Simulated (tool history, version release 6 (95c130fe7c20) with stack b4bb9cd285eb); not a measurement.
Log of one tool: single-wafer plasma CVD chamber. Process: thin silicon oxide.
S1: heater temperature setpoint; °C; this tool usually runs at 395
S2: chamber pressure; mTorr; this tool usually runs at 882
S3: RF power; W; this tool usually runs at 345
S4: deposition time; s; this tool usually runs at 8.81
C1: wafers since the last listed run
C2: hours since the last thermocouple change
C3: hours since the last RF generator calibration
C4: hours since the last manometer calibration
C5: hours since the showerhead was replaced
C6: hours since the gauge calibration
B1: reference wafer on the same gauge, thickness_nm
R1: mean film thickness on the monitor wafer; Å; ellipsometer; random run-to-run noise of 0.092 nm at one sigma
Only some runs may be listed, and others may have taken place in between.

| run | hour | S1 | S2 | S3 | S4 | C1 | C2 | C3 | C4 | C5 | C6 | B1 | R1 |
|---|---|---|---|---|---|---|---|---|---|---|---|---|---|
| 1 | 0.0 | 395 | 882 | 345 | 8.81 | 0 | 473.6 | 1354.6 | 2582.0 | 6831.0 | 218.8 | 19.689 | 197.04 |
| 2 | 60.8 | 395 | 882 | 345 | 8.81 | 3136 | 534.4 | 1415.4 | 2642.8 | 6891.8 | 279.6 | 19.682 | 197.70 |
| 3 | 94.7 | 401 | 730 | 345 | 8.81 | 1748 | 568.3 | 1449.3 | 2676.7 | 6925.7 | 313.5 | 19.691 | 160.68 |
| 4 | 161.2 | 401 | 730 | 345 | 8.81 | 3430 | 634.8 | 1515.8 | 2743.2 | 6992.2 | 380.0 | 19.705 | 159.39 |
| 5 | 203.2 | 388 | 771 | 345 | 8.81 | 2166 | 676.8 | 1557.8 | 2785.2 | 7034.2 | 422.0 | 19.691 | 171.49 |
| 6 | 255.7 | 388 | 771 | 345 | 8.81 | 2708 | 729.3 | 1610.3 | 2837.7 | 7086.7 | 474.5 | 19.689 | 172.94 |
| 7 | 283.1 | 395 | 882 | 345 | 8.81 | 1413 | 756.7 | 1637.7 | 2865.1 | 7114.1 | 501.9 | 19.692 | 197.51 |
| 8 | 319.7 | 395 | 882 | 345 | 8.81 | 1888 | 793.3 | 1674.3 | 2901.7 | 7150.7 | 538.5 | 19.706 | 199.31 |
|  | 370.1 | capacitance manometer re-zeroed and calibrated |
| 9 | 388.8 | 395 | 882 | 345 | 8.81 | 3152 | 862.4 | 1743.4 | 18.7 | 7219.8 | 607.6 | 19.709 | 197.42 |
| 10 | 426.5 | 395 | 882 | 345 | 8.81 | 1944 | 900.1 | 1781.1 | 56.4 | 7257.5 | 645.3 | 19.681 | 198.24 |
| 11 | 463.6 | 395 | 882 | 345 | 8.81 | 1913 | 937.2 | 1818.2 | 93.5 | 7294.6 | 682.4 | 19.698 | 198.64 |
| 12 | 520.2 | 395 | 972 | 345 | 8.81 | 2919 | 993.8 | 1874.8 | 150.1 | 7351.2 | 739.0 | 19.706 | 216.81 |
| 13 | 551.7 | 395 | 882 | 345 | 8.81 | 1625 | 1025.3 | 1906.3 | 181.6 | 7382.7 | 770.5 | 19.686 | 196.39 |
| 14 | 610.3 | 385 | 678 | 320 | 8.81 | 3023 | 1083.9 | 1964.9 | 240.2 | 7441.3 | 829.1 | 19.698 | 141.13 |
|  | 638.5 | RF generator calibrated |
| 15 | 641.8 | 395 | 882 | 345 | 8.81 | 1212 | 1115.4 | 3.3 | 271.7 | 7472.8 | 860.6 | 19.707 | 197.57 |
| 16 | 678.7 | 388 | 746 | 345 | 8.81 | 1903 | 1152.3 | 40.2 | 308.6 | 7509.7 | 897.5 | 19.708 | 166.05 |
|  | 725.3 | thermocouple changed; heater temperature recalibrated |
| 17 | 728.3 | 395 | 695 | 370 | 8.14 | 2146 | 3.0 | 89.8 | 358.2 | 7559.3 | 947.1 | 19.682 | 145.40 |
| 18 | 769.2 | 395 | 882 | 345 | 8.81 | 2109 | 43.9 | 130.7 | 399.1 | 7600.2 | 988.0 | 19.710 | 198.71 |
| 19 | 820.2 | 405 | 882 | 325 | 8.81 | 2631 | 94.9 | 181.7 | 450.1 | 7651.2 | 1039.0 | 19.703 | 190.14 |
| 20 | 867.9 | 399 | 882 | 345 | 8.20 | 2460 | 142.6 | 229.4 | 497.8 | 7698.9 | 1086.7 | 19.701 | 182.49 |
|  | 871.4 | gauge calibrated |
|  | 917.2 | showerhead replaced |
| 21 | 919.1 | 395 | 882 | 345 | 8.81 | 2228 | 193.8 | 280.6 | 549.0 | 1.9 | 47.7 | 19.701 | 198.62 |
| 22 | 973.0 | 388 | 771 | 345 | 8.81 | 2780 | 247.7 | 334.5 | 602.9 | 55.8 | 101.6 | 19.711 | 172.32 |
| 23 | 1042.5 | 395 | 882 | 310 | 8.81 | 3585 | 317.2 | 404.0 | 672.4 | 125.3 | 171.1 | 19.718 | 186.75 |
| 24 | 1096.4 | 405 | 882 | 395 | 8.81 | 2780 | 371.1 | 457.9 | 726.3 | 179.2 | 225.0 | 19.692 | 208.12 |
| 25 | 1153.9 | 408 | 713 | 410 | 8.11 | 2966 | 428.6 | 515.4 | 783.8 | 236.7 | 282.5 | 19.683 | 155.07 |

Hidden state, per run?
wafer temperature above the value expected at the setpoint (K): 0 at every run
delivered RF power above the setpoint (%): 0 at every run
true pressure above the setpoint (%): 0 at every run
gauge reads high (%): 0 at every run

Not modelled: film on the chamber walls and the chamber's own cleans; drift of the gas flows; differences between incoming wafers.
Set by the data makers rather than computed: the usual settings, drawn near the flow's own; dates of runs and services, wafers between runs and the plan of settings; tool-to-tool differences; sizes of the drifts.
